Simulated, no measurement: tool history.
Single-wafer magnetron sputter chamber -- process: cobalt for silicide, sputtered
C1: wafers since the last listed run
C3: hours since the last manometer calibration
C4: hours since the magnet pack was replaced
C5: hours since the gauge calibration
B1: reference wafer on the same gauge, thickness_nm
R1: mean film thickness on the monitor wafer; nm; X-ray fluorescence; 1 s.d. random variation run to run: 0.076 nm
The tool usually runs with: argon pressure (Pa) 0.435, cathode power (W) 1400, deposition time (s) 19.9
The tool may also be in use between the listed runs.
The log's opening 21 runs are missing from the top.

Run 22, day 69.229: usual settings but argon pressure (Pa) 0.293, deposition time (s) 21.8; C1 995; wafers on the sputter target 5939; C3 151.9; C4 1068.6; C5 98.7; B1 16.191. Result: R1 16.498 nm.
Run 23, day 72.617: usual settings but argon pressure (Pa) 0.271, cathode power (W) 1750, deposition time (s) 22.1; C1 1069; wafers on the sputter target 7008; C3 233.2; C4 1149.9; C5 180.0; B1 16.199. Result: R1 21.228 nm.
At day 75.888: sputter target and shields replaced.
Run 24, day 82.583: usual settings; C1 3040; wafers on the sputter target 2113; C3 472.4; C4 1389.1; C5 419.2; B1 16.231. Result: R1 13.839 nm.
Run 25, day 86.800: usual settings; C1 1330; wafers on the sputter target 3444; C3 573.6; C4 1490.3; C5 520.4; B1 16.210. Result: R1 13.820 nm.
Run 26, day 89.662: usual settings but argon pressure (Pa) 0.549, cathode power (W) 1500, deposition time (s) 21.4; C1 903; wafers on the sputter target 4347; C3 642.3; C4 1559.0; C5 589.1; B1 16.189. Result: R1 14.666 nm.
Run 27, day 91.412: usual settings but cathode power (W) 1300; C1 552; wafers on the sputter target 4899; C3 684.3; C4 1601.0; C5 631.1; B1 16.192. Result: R1 12.700 nm.
Run 28, day 94.654: usual settings; C1 1023; wafers on the sputter target 5922; C3 762.1; C4 1678.8; C5 708.9; B1 16.226. Result: R1 13.587 nm.
Run 29, day 96.258: usual settings but deposition time (s) 17.4; C1 506; wafers on the sputter target 6429; C3 800.6; C4 1717.3; C5 747.4; B1 16.194. Result: R1 11.809 nm.
Run 30, day 98.738: usual settings but cathode power (W) 1300; C1 782; wafers on the sputter target 7211; C3 860.1; C4 1776.8; C5 806.9; B1 16.213. Result: R1 12.549 nm.
Run 31, day 101.683: usual settings; C1 929; wafers on the sputter target 8141; C3 930.8; C4 1847.5; C5 877.6; B1 16.198. Result: R1 13.557 nm.
At day 104.000: sputter target and shields replaced.
Run 32, day 104.579: usual settings but argon pressure (Pa) 0.496, cathode power (W) 1550, deposition time (s) 18.0; C1 808; wafers on the sputter target 182; C3 1000.3; C4 1917.0; C5 947.1; B1 16.202. Result: R1 13.365 nm.
Run 33, day 107.696: usual settings but argon pressure (Pa) 0.603, cathode power (W) 1300; C1 983; wafers on the sputter target 1166; C3 1075.1; C4 1991.8; C5 1021.9; B1 16.213. Result: R1 11.506 nm.
At day 108.517: capacitance manometer re-zeroed and calibrated.
Run 34, day 109.938: usual settings but argon pressure (Pa) 0.277, cathode power (W) 1050, deposition time (s) 21.7; C1 602; wafers on the sputter target 1768; C3 34.1; C4 2045.6; C5 1075.7; B1 16.197. Result: R1 12.617 nm.

Alternative continuations, all from the tool just after run 34; predict every row:
Run A, day 109.954: usual settings; C1 5; wafers on the sputter target 1773; C3 34.5; C4 2046.0; C5 1076.1; B1 ?. Result: R1 ?.
Run B, day 109.954: usual settings but argon pressure (Pa) 0.377, deposition time (s) 22.6; C1 5; wafers on the sputter target 1773; C3 34.5; C4 2046.0; C5 1076.1; B1 ?. Result: R1 ?.
Run C, day 109.954: usual settings but argon pressure (Pa) 0.501, cathode power (W) 1650, deposition time (s) 18.3; C1 5; wafers on the sputter target 1773; C3 34.5; C4 2046.0; C5 1076.1; B1 ?. Result: R1 ?.
Run D, day 109.954: usual settings but cathode power (W) 1250, deposition time (s) 17.2; C1 5; wafers on the sputter target 1773; C3 34.5; C4 2046.0; C5 1076.1; B1 ?. Result: R1 ?.

run      B1      R1
  A  16.204  14.365
  B  16.204  16.837
  C  16.204  15.006
  D  16.204  11.097
With the hidden condition removed and each run's random variation left untouched, the same runs would have given:
run      R1
  A  14.518
  B  17.001
  C  15.180
  D  11.215

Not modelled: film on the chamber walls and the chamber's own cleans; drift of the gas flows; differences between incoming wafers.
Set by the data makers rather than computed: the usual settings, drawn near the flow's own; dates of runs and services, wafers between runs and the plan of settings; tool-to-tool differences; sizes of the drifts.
